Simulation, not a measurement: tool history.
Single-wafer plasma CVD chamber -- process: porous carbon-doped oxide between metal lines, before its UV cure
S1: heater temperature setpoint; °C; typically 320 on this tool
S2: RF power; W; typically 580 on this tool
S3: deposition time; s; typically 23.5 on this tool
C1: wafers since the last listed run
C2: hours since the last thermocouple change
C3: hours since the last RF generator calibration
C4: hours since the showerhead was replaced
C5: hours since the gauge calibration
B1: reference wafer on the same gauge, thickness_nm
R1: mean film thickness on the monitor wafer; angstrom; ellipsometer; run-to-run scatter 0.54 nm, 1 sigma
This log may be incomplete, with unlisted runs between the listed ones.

run,hour,S1,S2,S3,C1,C2,C3,C4,C5,B1,R1
1,0.0,320,580,23.5,0,2003.5,1783.7,6625.9,945.9,114.172,1155.89
2,20.6,320,580,23.5,314,2024.1,1804.3,6646.5,966.5,114.047,1165.44
3,44.1,320,580,23.5,359,2047.6,1827.8,6670.0,990.0,114.059,1167.28
4,69.4,320,530,22.2,386,2072.9,1853.1,6695.3,1015.3,113.886,1056.19
5,104.7,320,580,23.5,539,2108.2,1888.4,6730.6,1050.6,114.035,1161.72
# hour 116.9: thermocouple changed; heater temperature recalibrated
6,139.9,320,580,23.5,415,23.0,1923.6,6765.8,1085.8,113.766,1194.28
7,156.9,320,580,23.5,259,40.0,1940.6,6782.8,1102.8,114.078,1207.33
8,178.6,320,495,25.8,331,61.7,1962.3,6804.5,1124.5,114.070,1229.52
9,213.4,320,580,23.5,531,96.5,1997.1,6839.3,1159.3,114.227,1205.27
# hour 218.4: gauge calibrated
10,238.1,320,580,23.5,377,121.2,2021.8,6864.0,19.7,114.103,1202.86
# hour 264.6: showerhead replaced
11,265.1,320,580,23.5,290,148.2,2048.8,0.5,46.7,113.771,1205.92
12,282.8,320,580,23.5,270,165.9,2066.5,18.2,64.4,113.936,1201.42
13,310.9,333,510,26.5,429,194.0,2094.6,46.3,92.5,114.067,1176.79
14,342.6,320,580,23.5,484,225.7,2126.3,78.0,124.2,113.860,1199.20
15,371.4,305,580,24.9,440,254.5,2155.1,106.8,153.0,114.000,1385.29
16,407.4,307,620,23.5,550,290.5,2191.1,142.8,189.0,114.119,1331.32
17,438.3,324,510,23.5,472,321.4,2222.0,173.7,219.9,114.073,1105.28
18,508.5,320,580,21.2,1072,391.6,2292.2,243.9,290.1,114.168,1084.77
19,526.5,320,580,23.5,275,409.6,2310.2,261.9,308.1,113.811,1188.64
20,546.7,320,580,27.0,308,429.8,2330.4,282.1,328.3,113.788,1363.91
21,579.0,332,580,21.7,493,462.1,2362.7,314.4,360.6,114.116,1035.78
# hour 594.2: RF generator calibrated
22,620.7,326,580,23.5,514,503.8,26.5,356.1,402.3,114.042,1158.83
23,639.0,324,640,19.9,279,522.1,44.8,374.4,420.6,113.809,1040.65
24,665.2,320,505,23.5,400,548.3,71.0,400.6,446.8,113.794,1115.30
25,700.7,306,635,23.5,542,583.8,106.5,436.1,482.3,113.992,1365.09
26,719.5,320,580,23.5,287,602.6,125.3,454.9,501.1,113.893,1196.01
27,737.4,312,620,23.5,273,620.5,143.2,472.8,519.0,113.991,1293.86
28,764.1,320,580,20.9,407,647.2,169.9,499.5,545.7,114.185,1066.60
29,780.2,320,580,23.5,246,663.3,186.0,515.6,561.8,113.945,1186.37
30,806.3,325,485,20.7,398,689.4,212.1,541.7,587.9,113.923,940.23
31,842.0,320,580,19.4,545,725.1,247.8,577.4,623.6,113.891,983.74
32,859.8,325,645,23.5,271,742.9,265.6,595.2,641.4,114.138,1208.64
33,872.4,320,495,25.8,192,755.5,278.2,607.8,654.0,113.822,1213.18
34,930.5,320,525,23.5,887,813.6,336.3,665.9,712.1,113.968,1135.65

Alternative continuations, all from the tool just after run 34; predict every row:
A,930.9,320,510,23.5,6,814.0,336.7,666.3,712.5,?,?
B,930.9,312,580,27.6,6,814.0,336.7,666.3,712.5,?,?
C,930.9,320,645,23.5,6,814.0,336.7,666.3,712.5,?,?
D,930.9,325,580,26.8,6,814.0,336.7,666.3,712.5,?,?

run,B1,R1
A,113.800,1125.80
B,113.800,1461.41
C,113.800,1254.55
D,113.800,1318.18
Take away the tool's hidden state, keep each run's random variation, and the runs would have read:
run,R1
A,1138.24
B,1478.49
C,1268.41
D,1332.47
